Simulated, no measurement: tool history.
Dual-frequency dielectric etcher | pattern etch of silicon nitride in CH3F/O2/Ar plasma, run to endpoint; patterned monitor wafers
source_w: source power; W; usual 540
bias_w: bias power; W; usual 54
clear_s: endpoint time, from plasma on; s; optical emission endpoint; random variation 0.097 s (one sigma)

| run | hour | source_w | bias_w | incoming incoming film thickness, nm | clear_s |
|---|---|---|---|---|---|
| 1 | 0 | 540 | 61 | 18.26 | 23.1 |
|  | 10.3 | bias power generator calibrated |
| 2 | 11.7 | 540 | 61 | 18.42 | 23.1 |
| 3 | 20.6 | 640 | 54 | 18.38 | 22.5 |
| 4 | 38.3 | 640 | 54 | 18.37 | 22.7 |
| 5 | 44.7 | 640 | 54 | 18.37 | 22.4 |
| 6 | 61.5 | 640 | 60 | 18.42 | 21.8 |
| 7 | 101 | 640 | 60 | 18.45 | 21.8 |
| 8 | 117.6 | 640 | 60 | 18.37 | 21.8 |
| 9 | 131.1 | 540 | 54 | 18.58 | 24 |
|  | 160.5 | wet clean of the chamber |
| 10 | 161 | 540 | 54 | 18.45 | 24.6 |
| 11 | 161.3 | 420 | 40 | 18.39 | 29.6 |
| 12 | 175.2 | 540 | 54 | 18.41 | 24.6 |
| 13 | 189.4 | 590 | 49 | 18.61 | 24.9 |
| 14 | 198.7 | 650 | 47 | 18.58 | 24.2 |
| 15 | 211 | 540 | 54 | 18.35 | 24.5 |
| 16 | 217 | 500 | 66 | 18.23 | 23.4 |
| 17 | 227 | 420 | 54 | 18.24 | 26.5 |
|  | 237 | source power generator calibrated |
| 18 | 237.5 | 460 | 65 | 18.41 | 24.5 |
| 19 | 246.3 | 540 | 54 | 18.38 | 24.5 |
| 20 | 260.6 | 490 | 50 | 18.47 | 25.9 |
| 21 | 275.8 | 660 | 40 | 18.2 | 24.5 |
| 22 | 292.4 | 440 | 65 | 18.51 | 24.8 |
| 23 | 308 | 540 | 61 | 18.37 | 23.3 |
| 24 | 316.6 | 600 | 43 | 18.59 | 25.3 |
| 25 | 324.9 | 430 | 50 | 18.43 | 27.1 |
| 26 | 338.9 | 540 | 54 | 18.38 | 24.3 |
| 27 | 345.4 | 500 | 61 | 18.25 | 23.7 |
| 28 | 358.8 | 640 | 60 | 18.35 | 22 |
| 29 | 370.1 | 470 | 54 | 18.51 | 25.8 |
| 30 | 385.3 | 540 | 54 | 18.44 | 24.3 |
| 31 | 391.4 | 540 | 54 | 18.43 | 24.1 |
| 32 | 405.7 | 540 | 54 | 18.39 | 24.1 |
| 33 | 418.9 | 630 | 65 | 18.46 | 21.6 |
| 34 | 428.8 | 430 | 47 | 18.23 | 27.3 |
| 35 | 445.4 | 540 | 54 | 18.25 | 24 |

4 ways to go on from here, each from the tool as it stands after run 35. What would each give?
| A | 445.8 | 580 | 54 | 18.4 | ? |
| B | 445.8 | 460 | 67 | 18.4 | ? |
| C | 445.8 | 670 | 49 | 18.4 | ? |
| D | 445.8 | 660 | 58 | 18.4 | ? |

| run | clear_s |
|---|---|
| A | 23.7 |
| B | 24 |
| C | 23.1 |
| D | 22.1 |
Without the tool's hidden state the same runs would have given:
| run | clear_s |
|---|---|
| A | 24.2 |
| B | 24.6 |
| C | 23.6 |
| D | 22.6 |

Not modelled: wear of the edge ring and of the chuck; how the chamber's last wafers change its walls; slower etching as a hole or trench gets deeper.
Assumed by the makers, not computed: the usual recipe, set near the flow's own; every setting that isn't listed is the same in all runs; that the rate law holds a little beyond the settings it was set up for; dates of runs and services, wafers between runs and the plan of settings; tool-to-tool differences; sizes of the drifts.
